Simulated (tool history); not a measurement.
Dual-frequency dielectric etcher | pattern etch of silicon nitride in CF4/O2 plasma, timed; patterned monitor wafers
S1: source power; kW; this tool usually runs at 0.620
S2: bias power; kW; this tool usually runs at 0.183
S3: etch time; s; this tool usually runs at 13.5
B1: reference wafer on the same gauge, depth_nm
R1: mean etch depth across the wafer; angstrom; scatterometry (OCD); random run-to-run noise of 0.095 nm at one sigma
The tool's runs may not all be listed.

run	day	S1	S2	S3	B1	R1
1	0.000	0.560	0.156	13.5	30.50	272.1
2	0.017	0.560	0.156	13.5	30.52	272.7
3	0.121	0.620	0.211	13.5	30.52	338.6
4	0.838	0.620	0.183	12.5	30.50	296.2
5	1.192	0.620	0.183	12.5	30.51	297.7
6	1.517	0.620	0.183	13.5	30.52	319.3
# day 1.729: gauge calibrated
# day 2.746: wet clean of the chamber
7	2.767	0.690	0.205	16.5	30.50	442.2
8	2.783	0.750	0.183	13.5	30.48	377.8
9	3.088	0.680	0.199	12.5	30.49	327.3
10	3.679	0.620	0.183	13.5	30.48	311.9
11	4.017	0.760	0.183	9.5	30.50	270.0
12	4.950	0.620	0.183	13.5	30.50	314.2
13	5.358	0.740	0.215	13.5	30.50	395.8
14	5.679	0.620	0.183	13.5	30.49	312.8
# day 5.912: source power generator calibrated
15	6.088	0.620	0.183	17.0	30.51	423.2
16	6.383	0.570	0.143	12.5	30.51	258.9
17	6.738	0.660	0.147	16.5	30.46	403.3
18	6.992	0.620	0.183	13.5	30.48	334.8
19	7.738	0.620	0.183	13.5	30.48	333.8
20	8.038	0.500	0.183	15.5	30.50	306.3
21	8.396	0.620	0.183	13.5	30.51	336.5
22	8.767	0.620	0.228	17.5	30.50	470.8
23	9.338	0.510	0.183	13.5	30.50	272.2
24	9.879	0.620	0.183	13.5	30.49	333.4
25	10.233	0.500	0.140	9.5	30.52	169.9
26	10.646	0.620	0.150	13.5	30.50	312.7
27	10.925	0.620	0.183	16.0	30.52	396.1
28	11.221	0.620	0.204	12.0	30.53	310.7
29	11.617	0.620	0.183	13.5	30.52	334.4

The same runs without the tool's hidden state, with the same run-to-run variation:
What the log doesn't record here: etch rate over this chamber's usual, %; source power that arrives over what is set, %; bias power that arrives over what is set, %; gauge reads high (%).
run	R1
1	281.5
2	282.1
3	350.0
4	305.9
5	307.2
6	329.4
7	471.8
8	403.2
9	349.0
10	332.3
11	287.5
12	334.0
13	420.4
14	332.1
15	419.4
16	256.6
17	399.8
18	331.9
19	331.1
20	303.8
21	333.8
22	467.1
23	270.0
24	330.9
25	168.6
26	310.3
27	393.1
28	308.4
29	332.0
